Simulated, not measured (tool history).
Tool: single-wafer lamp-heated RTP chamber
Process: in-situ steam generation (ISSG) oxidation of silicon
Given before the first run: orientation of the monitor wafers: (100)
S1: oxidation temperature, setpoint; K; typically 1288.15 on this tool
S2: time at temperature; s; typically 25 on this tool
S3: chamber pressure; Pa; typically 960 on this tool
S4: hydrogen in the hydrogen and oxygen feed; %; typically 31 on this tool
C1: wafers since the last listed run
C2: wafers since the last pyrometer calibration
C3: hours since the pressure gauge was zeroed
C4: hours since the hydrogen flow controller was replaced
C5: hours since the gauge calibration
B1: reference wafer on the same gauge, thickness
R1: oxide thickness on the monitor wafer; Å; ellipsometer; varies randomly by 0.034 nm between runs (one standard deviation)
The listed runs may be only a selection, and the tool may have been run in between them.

Run 1, hour 0.0: usual settings; C1 0; C2 1692; C3 3545.0; C4 3055.4; C5 664.1; B1 6.697. Result: R1 75.27 Å.
Run 2, hour 66.8: usual settings; C1 828; C2 2520; C3 3611.8; C4 3122.2; C5 730.9; B1 6.697. Result: R1 75.16 Å.
Run 3, hour 120.3: usual settings; C1 663; C2 3183; C3 3665.3; C4 3175.7; C5 784.4; B1 6.705. Result: R1 76.11 Å.
Run 4, hour 176.2: usual settings; C1 692; C2 3876; C3 3721.2; C4 3231.6; C5 840.3; B1 6.697. Result: R1 76.64 Å.
Run 5, hour 203.8: usual settings but S3 920 Pa; C1 342; C2 4218; C3 3748.8; C4 3259.2; C5 867.9; B1 6.697. Result: R1 76.13 Å.
Run 6, hour 231.8: usual settings but S3 920 Pa; C1 347; C2 4565; C3 3776.8; C4 3287.2; C5 895.9; B1 6.708. Result: R1 77.06 Å.
Run 7, hour 275.5: usual settings; C1 541; C2 5107; C3 3820.5; C4 3330.9; C5 939.6; B1 6.696. Result: R1 77.64 Å.
Run 8, hour 325.9: usual settings; C1 624; C2 5731; C3 3870.9; C4 3381.3; C5 990.0; B1 6.705. Result: R1 78.60 Å.
At hour 334.2: pyrometer window cleaned and pyrometer calibrated.
Run 9, hour 360.3: usual settings; C1 327; C2 323; C3 3905.3; C4 3415.7; C5 1024.4; B1 6.703. Result: R1 74.92 Å.
Run 10, hour 409.2: usual settings; C1 606; C2 929; C3 3954.2; C4 3464.6; C5 1073.3; B1 6.698. Result: R1 75.39 Å.
Run 11, hour 445.3: usual settings; C1 447; C2 1376; C3 3990.3; C4 3500.7; C5 1109.4; B1 6.706. Result: R1 75.40 Å.
At hour 492.6: gauge calibrated.
Run 12, hour 505.2: usual settings; C1 742; C2 2119; C3 4050.2; C4 3560.6; C5 12.6; B1 6.708. Result: R1 75.80 Å.
Run 13, hour 538.6: usual settings but S2 28 s; C1 414; C2 2533; C3 4083.6; C4 3594.0; C5 46.0; B1 6.699. Result: R1 80.28 Å.
Run 14, hour 596.1: usual settings but S1 1303.15 K, S2 18 s; C1 712; C2 3246; C3 4141.1; C4 3651.5; C5 103.5; B1 6.697. Result: R1 70.07 Å.
At hour 650.1: pressure gauge zeroed.
Run 15, hour 655.1: usual settings but S2 35 s; C1 632; C2 3878; C3 5.0; C4 3710.5; C5 162.5; B1 6.704. Result: R1 91.64 Å.
At hour 693.3: pyrometer window cleaned and pyrometer calibrated.
Run 16, hour 694.7: usual settings; C1 391; C2 17; C3 44.6; C4 3750.1; C5 202.1; B1 6.700. Result: R1 74.79 Å.
Run 17, hour 719.9: usual settings but S1 1299.15 K; C1 312; C2 329; C3 69.8; C4 3775.3; C5 227.3; B1 6.700. Result: R1 79.17 Å.
Run 18, hour 777.0: usual settings but S4 27 %; C1 707; C2 1037; C3 126.9; C4 3832.4; C5 284.4; B1 6.699. Result: R1 72.40 Å.
Run 19, hour 829.4: usual settings but S1 1276.15 K; C1 649; C2 1687; C3 179.3; C4 3884.8; C5 336.8; B1 6.699. Result: R1 71.02 Å.
At hour 895.3: hydrogen flow controller replaced.
Run 20, hour 895.8: usual settings but S4 28 %; C1 723; C2 2410; C3 245.7; C4 0.5; C5 403.2; B1 6.706. Result: R1 74.00 Å.
Run 21, hour 925.6: usual settings but S1 1269.15 K, S2 31 s, S3 1013 Pa, S4 25 %; C1 369; C2 2780; C3 275.5; C4 30.3; C5 433.0; B1 6.700. Result: R1 72.82 Å.
Run 22, hour 960.2: usual settings; C1 428; C2 3209; C3 310.1; C4 64.9; C5 467.6; B1 6.700. Result: R1 76.11 Å.
Run 23, hour 1006.8: usual settings but S1 1304.15 K, S2 18 s; C1 577; C2 3786; C3 356.7; C4 111.5; C5 514.2; B1 6.700. Result: R1 70.78 Å.
Run 24, hour 1050.3: usual settings but S1 1272.15 K, S4 32 %; C1 539; C2 4326; C3 400.2; C4 155.0; C5 557.7; B1 6.704. Result: R1 71.93 Å.
At hour 1065.6: pyrometer window cleaned and pyrometer calibrated.
Run 25, hour 1092.5: usual settings but S3 1027 Pa; C1 423; C2 333; C3 442.4; C4 197.2; C5 599.9; B1 6.695. Result: R1 73.94 Å.
Run 26, hour 1117.1: usual settings; C1 304; C2 638; C3 467.0; C4 221.8; C5 624.5; B1 6.701. Result: R1 75.04 Å.
Run 27, hour 1178.5: usual settings but S1 1283.15 K, S3 1120 Pa, S4 32 %; C1 761; C2 1399; C3 528.4; C4 283.2; C5 685.9; B1 6.698. Result: R1 73.18 Å.
Run 28, hour 1213.2: usual settings but S4 32 %; C1 430; C2 1829; C3 563.1; C4 317.9; C5 720.6; B1 6.701. Result: R1 75.34 Å.
Run 29, hour 1283.6: usual settings but S2 20 s, S4 26 %; C1 872; C2 2702; C3 633.5; C4 388.3; C5 791.0; B1 6.703. Result: R1 64.43 Å.
Run 30, hour 1322.4: usual settings; C1 480; C2 3183; C3 672.3; C4 427.1; C5 829.8; B1 6.698. Result: R1 75.54 Å.
At hour 1440.3: pyrometer window cleaned and pyrometer calibrated.
Run 31, hour 1454.1: usual settings but S1 1272.15 K, S2 34 s, S4 27 %; C1 1533; C2 170; C3 804.0; C4 558.8; C5 961.5; B1 6.699. Result: R1 77.41 Å.

Hidden state at the last listed run before each entry between runs and at the first one after, where it differs:
From run 8 to run 9: pyrometer window cleaned and pyrometer calibrated (hour 334.2)
  true wafer temperature minus pyrometer reading, K: 11.8 -> 2.19
  difference, measured minus the result without the unlogged condition, R1: +4.39 -> +0.77 Å
From run 11 to run 12: gauge calibrated (hour 492.6)
  true wafer temperature minus pyrometer reading, K: 2.82 -> 3.74
  difference, measured minus the result without the unlogged condition, R1: +1.01 -> +1.35 Å
From run 14 to run 15: pressure gauge zeroed (hour 650.1)
  true wafer temperature minus pyrometer reading, K: 5.87 -> 7.74
  difference, measured minus the result without the unlogged condition, R1: +1.96 -> +3.58 Å
From run 15 to run 16: pyrometer window cleaned and pyrometer calibrated (hour 693.3)
  true wafer temperature minus pyrometer reading, K: 7.74 -> 1.47
  difference, measured minus the result without the unlogged condition, R1: +3.58 -> +0.52 Å
From run 19 to run 20: hydrogen flow controller replaced (hour 895.3)
  true wafer temperature minus pyrometer reading, K: 2.48 -> 3.7
  difference, measured minus the result without the unlogged condition, R1: +0.78 -> +1.29 Å
From run 24 to run 25: pyrometer window cleaned and pyrometer calibrated (hour 1065.6)
  true wafer temperature minus pyrometer reading, K: 8.38 -> 0.499
  difference, measured minus the result without the unlogged condition, R1: +2.62 -> +0.17 Å
From run 30 to run 31: pyrometer window cleaned and pyrometer calibrated (hour 1440.3)
  true wafer temperature minus pyrometer reading, K: 4.03 -> 0.277
  difference, measured minus the result without the unlogged condition, R1: +1.44 -> +0.10 Å

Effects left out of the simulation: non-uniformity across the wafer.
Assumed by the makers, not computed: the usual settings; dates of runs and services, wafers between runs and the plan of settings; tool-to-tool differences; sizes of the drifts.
